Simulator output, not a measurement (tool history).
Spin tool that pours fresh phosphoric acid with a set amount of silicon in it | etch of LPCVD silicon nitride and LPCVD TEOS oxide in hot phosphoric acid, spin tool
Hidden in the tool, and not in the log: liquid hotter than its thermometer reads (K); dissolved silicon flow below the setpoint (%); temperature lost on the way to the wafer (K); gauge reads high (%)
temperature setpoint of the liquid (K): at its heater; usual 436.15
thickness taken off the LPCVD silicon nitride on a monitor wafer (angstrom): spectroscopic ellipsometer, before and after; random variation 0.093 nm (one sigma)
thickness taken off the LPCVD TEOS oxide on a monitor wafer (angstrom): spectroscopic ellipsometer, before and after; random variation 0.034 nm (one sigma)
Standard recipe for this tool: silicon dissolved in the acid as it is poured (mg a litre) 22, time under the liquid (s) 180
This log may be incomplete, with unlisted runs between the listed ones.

run,hour,temperature setpoint of the liquid (K),silicon dissolved in the acid as it is poured (mg a litre),time under the liquid (s),wafers since the last listed run,hours since the thermometer was replaced,hours since the dissolved silicon flow meter was replaced,hours since the heated supply line was repaired,hours since the gauge calibration,"read-back film thickness of the LPCVD silicon nitride reference wafer, read on the same gauge (nm)","read-back film thickness of the LPCVD TEOS oxide reference wafer, read on the same gauge (nm)",thickness taken off the LPCVD silicon nitride on a monitor wafer (angstrom),thickness taken off the LPCVD TEOS oxide on a monitor wafer (angstrom)
1,0,436.15,22,210,0,1865.2,1568.1,3191.4,220.7,130.02,139.972,225.3,7.61
2,100.8,436.15,22,210,575,1966,1668.9,3292.2,321.5,129.99,140.014,225.1,7.21
3,151,435.65,22,180,286,2016.2,1719.1,3342.4,371.7,129.96,140,189.8,5.96
4,187.5,435.65,22,180,208,2052.7,1755.6,3378.9,408.2,130.05,139.979,189,6.38
# hour 212.9: thermometer replaced
5,227.3,435.65,22,180,221,14.4,1795.4,3418.7,448,130.06,140.021,175.5,5.21
# hour 245.6: heated supply line repaired
6,264,436.15,22,180,203,51.1,1832.1,18.4,484.7,129.98,139.953,201.6,6.63
# hour 284.8: gauge calibrated
7,310,436.15,22,180,262,97.1,1878.1,64.4,25.2,129.95,139.99,200.1,6.94
8,338.8,437.15,10,255,164,125.9,1906.9,93.2,54,130.01,140.031,292.7,12.95
9,388.7,436.15,32.5,180,284,175.8,1956.8,143.1,103.9,130.02,139.99,200.2,4.91
# hour 433.1: dissolved silicon flow meter replaced
10,433.6,439.15,35,180,250,220.7,0.5,188,148.8,130.07,139.999,220.3,4.96
11,468.8,437.65,27,135,200,255.9,35.7,223.2,184,130.02,139.988,156.2,4.57
12,503.3,438.15,34,230,196,290.4,70.2,257.7,218.5,130.01,140.015,271,6.54
13,545.3,436.15,22,180,239,332.4,112.2,299.7,260.5,129.99,140.002,198.9,6.77
14,578.7,436.15,22,180,190,365.8,145.6,333.1,293.9,129.97,140.018,198.5,6.34
15,624.3,439.15,35,180,260,411.4,191.2,378.7,339.5,129.97,140.003,219.4,5.21

Predict each of these 5 candidate next runs independently; none follows another, all start after run 15:
A,624.8,436.15,22,180,2,411.9,191.7,379.2,340,?,?,?,?
B,624.8,437.65,22,180,2,411.9,191.7,379.2,340,?,?,?,?
C,624.8,433.65,28.5,180,2,411.9,191.7,379.2,340,?,?,?,?
D,624.8,437.15,34.5,90,2,411.9,191.7,379.2,340,?,?,?,?
E,624.8,434.15,28,220,2,411.9,191.7,379.2,340,?,?,?,?

run,"read-back film thickness of the LPCVD silicon nitride reference wafer, read on the same gauge (nm)","read-back film thickness of the LPCVD TEOS oxide reference wafer, read on the same gauge (nm)",thickness taken off the LPCVD silicon nitride on a monitor wafer (angstrom),thickness taken off the LPCVD TEOS oxide on a monitor wafer (angstrom)
A,130.01,140.008,199,6.93
B,130.01,140.008,209.1,7.73
C,130.01,140.008,183.1,4.63
D,130.01,140.008,102.9,2.32
E,130.01,140.008,227.5,5.98
The same runs, with their run-to-run variation unchanged, on a tool lacking any hidden condition would have given:
run,thickness taken off the LPCVD silicon nitride on a monitor wafer (angstrom),thickness taken off the LPCVD TEOS oxide on a monitor wafer (angstrom)
A,203.1,7.25
B,213.4,8.08
C,186.9,4.84
D,105,2.42
E,232.2,6.26
